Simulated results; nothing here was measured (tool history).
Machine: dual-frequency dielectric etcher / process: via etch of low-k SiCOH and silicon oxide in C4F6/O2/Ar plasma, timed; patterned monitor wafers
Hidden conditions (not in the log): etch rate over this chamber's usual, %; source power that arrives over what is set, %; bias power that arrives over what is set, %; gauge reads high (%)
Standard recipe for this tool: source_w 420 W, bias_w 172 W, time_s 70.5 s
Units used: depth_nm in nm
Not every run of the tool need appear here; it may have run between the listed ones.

run	day	source_w	bias_w	time_s	wafers since the last listed run	hours since the last wet clean	hours since the last source power generator calibration	hours since the last bias power generator calibration	hours since the last upper electrode change	hours since the gauge calibration	read-back reference wafer on the same gauge, depth_nm	depth_nm
1	0	420	172	70.5	0	392.5	3115.6	2894.2	3178.2	299.4	182.8	186.1
2	2.104	420	172	70.5	618	443	3166.1	2944.7	3228.7	349.9	183	185.3
3	4.525	420	172	70.5	711	501.1	3224.2	3002.8	3286.8	408	182.9	188.3
4	5.888	420	172	70.5	400	533.8	3256.9	3035.5	3319.5	440.7	183.4	186.7
5	7.075	420	172	82.5	348	562.3	3285.4	3064	3348	469.2	183	218.1
# day 8.842: wet clean of the chamber
6	9.142	420	172	70.5	313	7.2	3335	3113.6	3397.6	518.8	183.2	175.8
7	11.738	420	172	70.5	762	69.5	3397.3	3175.9	3459.9	581.1	182.6	175.3
8	12.983	420	172	70.5	365	99.4	3427.2	3205.8	3489.8	611	182.8	176.6
9	14.175	420	172	70.5	350	128	3455.8	3234.4	3518.4	639.6	183.4	176.6
10	16.158	420	172	70.5	582	175.6	3503.4	3282	3566	687.2	182.9	180.2
11	18.25	420	172	70.5	614	225.8	3553.6	3332.2	3616.2	737.4	183.3	180.2
12	20.225	420	172	70.5	580	273.2	3601	3379.6	3663.6	784.8	182.9	181.4
13	22.062	420	172	70.5	539	317.3	3645.1	3423.7	3707.7	828.9	183.3	181.3
14	24.321	420	204	70.5	663	371.5	3699.3	3477.9	3761.9	883.1	183.1	196.4
# day 24.838: bias power generator calibrated
15	25.717	420	172	70.5	361	405	3732.8	21.1	3795.4	916.6	183.3	182
16	27.825	420	158	82	619	455.6	3783.4	71.7	3846	967.2	182.9	205.8
17	29.679	420	172	70.5	544	500.1	3827.9	116.2	3890.5	1011.7	182.9	184.4
# day 31.6: upper electrode replaced, of another model than before
# day 32.025: wet clean of the chamber
18	32.617	420	204	70.5	443	14.2	3898.4	186.7	24.4	1082.2	182.8	198.6
19	33.692	420	172	70.5	315	40	3924.2	212.5	50.2	1108	183.1	177.6
# day 34.771: source power generator calibrated
20	35.55	420	172	55	496	84.6	18.7	257.1	94.8	1152.6	183.3	138.8
# day 36.525: gauge calibrated
21	38.492	420	152	77	864	155.2	89.3	327.7	165.4	47.2	183.2	177.5
22	40.829	490	189	52	686	211.3	145.4	383.8	221.5	103.3	183	150.2
23	43.258	380	149	64.5	713	269.6	203.7	442.1	279.8	161.6	182.6	143.6
24	44.579	420	172	70.5	388	301.3	235.4	473.8	311.5	193.3	183.2	181.5
25	46.992	450	191	89.5	708	359.2	293.3	531.7	369.4	251.2	183.1	251.2
26	48.671	420	172	77	493	399.5	333.6	572	409.7	291.5	183.1	197.1
27	50.217	320	211	85.5	454	436.6	370.7	609.1	446.8	328.6	183.3	236.2

Subtracting, for every run, the result it would have given without the tool's unlogged condition from the measured result gives the following. The same run-to-run variation enters both numbers; the gauge's scatter may not:
run	depth_nm
1	+7.9
2	+8.6
3	+9.7
4	+10.1
5	+12.3
6	-0.6
7	+0.5
8	+0.9
9	+1.4
10	+2.2
11	+3
12	+3.8
13	+4.6
14	+5.9
15	+5.9
16	+7.7
17	+7.5
18	-0.2
19	+0.2
20	+0.7
21	+2.1
22	+2.5
23	+3.2
24	+4.5
25	+7.5
26	+6.6
27	+8.6
